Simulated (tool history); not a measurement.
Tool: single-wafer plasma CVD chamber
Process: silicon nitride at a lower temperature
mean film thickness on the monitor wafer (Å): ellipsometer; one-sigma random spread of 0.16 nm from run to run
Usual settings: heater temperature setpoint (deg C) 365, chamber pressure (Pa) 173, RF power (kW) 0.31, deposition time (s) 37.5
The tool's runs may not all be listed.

run    hour  heater temperature setpoint (deg C)  chamber pressure (Pa)  RF power (kW)  deposition time (s)  wafers since the last listed run  hours since the last thermocouple change  hours since the last RF generator calibration  hours since the last manometer calibration  hours since the showerhead was replaced  hours since the gauge calibration  read-back reference wafer on the same gauge, thickness_nm  mean film thickness on the monitor wafer (Å)
  1       0                                  365                    173           0.31                 37.5                                 0                                     527.6                                          654.3                                       830.5                                   3643.6                              474.7                                                     46.847                                        453.47
  2    73.2                                  365                    173           0.31                 37.5                              1730                                     600.8                                          727.5                                       903.7                                   3716.8                              547.9                                                     46.933                                        452.53
  3   131.2                                  365                    173           0.31                 37.5                              1370                                     658.8                                          785.5                                       961.7                                   3774.8                              605.9                                                     46.932                                        448.68
  4   184.7                                  365                    173           0.31                 37.5                              1264                                     712.3                                            839                                      1015.2                                   3828.3                              659.4                                                     46.868                                        451.11
  5   259.4                                  365                    173           0.31                 37.5                              1765                                       787                                          913.7                                      1089.9                                     3903                              734.1                                                     46.935                                        446.89
  6   322.6                                  365                    173           0.31                 37.5                              1493                                     850.2                                          976.9                                      1153.1                                   3966.2                              797.3                                                     46.806                                        449.37
  7   405.9                                  365                    173           0.31                 37.5                              1968                                     933.5                                         1060.2                                      1236.4                                   4049.5                              880.6                                                     46.798                                        443.79
  8   470.8                                  365                    173           0.31                 37.5                              1534                                     998.4                                         1125.1                                      1301.3                                   4114.4                              945.5                                                     46.913                                        447.01
      510.8  -- RF generator calibrated
  9   559.9                                  365                    173           0.31                 40.5                              1916                                    1087.5                                           49.1                                      1390.4                                   4203.5                             1034.6                                                     46.905                                         498.9
      573.7  -- thermocouple changed; heater temperature recalibrated
      611.5  -- gauge calibrated
 10   652.6                                  365                    173           0.31                 40.5                              2002                                      78.9                                          141.8                                      1483.1                                   4296.2                               41.1                                                     46.906                                        494.08
      723.3  -- showerhead replaced
 11   742.2                                  372                    173          0.365                 37.5                              1928                                     168.5                                          231.4                                      1572.7                                     18.9                              130.7                                                     46.953                                        491.13
 12   817.4                                  378                    204          0.285                 37.5                              1777                                     243.7                                          306.6                                      1647.9                                     94.1                              205.9                                                     46.884                                        452.24
 13   886.2                                  365                    173           0.31                 37.5                              1626                                     312.5                                          375.4                                      1716.7                                    162.9                              274.7                                                     46.932                                        450.69
 14   978.2                                  365                    173           0.36                 37.5                              2174                                     404.5                                          467.4                                      1808.7                                    254.9                              366.7                                                     46.965                                        483.15
     1055.7  -- capacitance manometer re-zeroed and calibrated
 15  1070.5                                  365                    173           0.31                 37.5                              1992                                     496.8                                          559.7                                        14.8                                    347.2                                459                                                     47.006                                        455.05
 16  1150.3                                  365                    173           0.28                 37.5                              1886                                     576.6                                          639.5                                        94.6                                      427                              538.8                                                     46.842                                        435.62
 17  1224.8                                  365                    173           0.31                 37.5                              1760                                     651.1                                            714                                       169.1                                    501.5                              613.3                                                     46.957                                        451.14
 18  1309.4                                  365                    207           0.31                 34.4                              1999                                     735.7                                          798.6                                       253.7                                    586.1                              697.9                                                     46.893                                        432.45
 19  1388.7                                  365                    173           0.31                 37.5                              1874                                       815                                          877.9                                         333                                    665.4                              777.2                                                     46.927                                        455.37
 20  1494.8                                  365                    173          0.345                 40.6                              2507                                     921.1                                            984                                       439.1                                    771.5                              883.3                                                     46.879                                        513.51
 21  1582.1                                  365                    160          0.275                 37.5                              2063                                    1008.4                                         1071.3                                       526.4                                    858.8                              970.6                                                     46.996                                        418.03

Forecast each of these 4 alternatives for the next run:
  A  1582.5                                  365                    173           0.31                 37.5                                 9                                    1008.8                                         1071.7                                       526.8                                    859.2                                971                                                          ?                                             ?
  B  1582.5                                  365                    173          0.355                 37.5                                 9                                    1008.8                                         1071.7                                       526.8                                    859.2                                971                                                          ?                                             ?
  C  1582.5                                  365                    163           0.31                 31.7                                 9                                    1008.8                                         1071.7                                       526.8                                    859.2                                971                                                          ?                                             ?
  D  1582.5                                  358                    173          0.255                 37.5                                 9                                    1008.8                                         1071.7                                       526.8                                    859.2                                971                                                          ?                                             ?

run  read-back reference wafer on the same gauge, thickness_nm  mean film thickness on the monitor wafer (Å)
  A                                                     46.838                                        450.48
  B                                                     46.838                                        480.94
  C                                                     46.838                                        374.59
  D                                                     46.838                                        411.47
Stripped of hidden state, with their random variation kept, the same runs would have yielded:
run  mean film thickness on the monitor wafer (Å)
  A                                        468.52
  B                                        499.54
  C                                         389.6
  D                                        428.78

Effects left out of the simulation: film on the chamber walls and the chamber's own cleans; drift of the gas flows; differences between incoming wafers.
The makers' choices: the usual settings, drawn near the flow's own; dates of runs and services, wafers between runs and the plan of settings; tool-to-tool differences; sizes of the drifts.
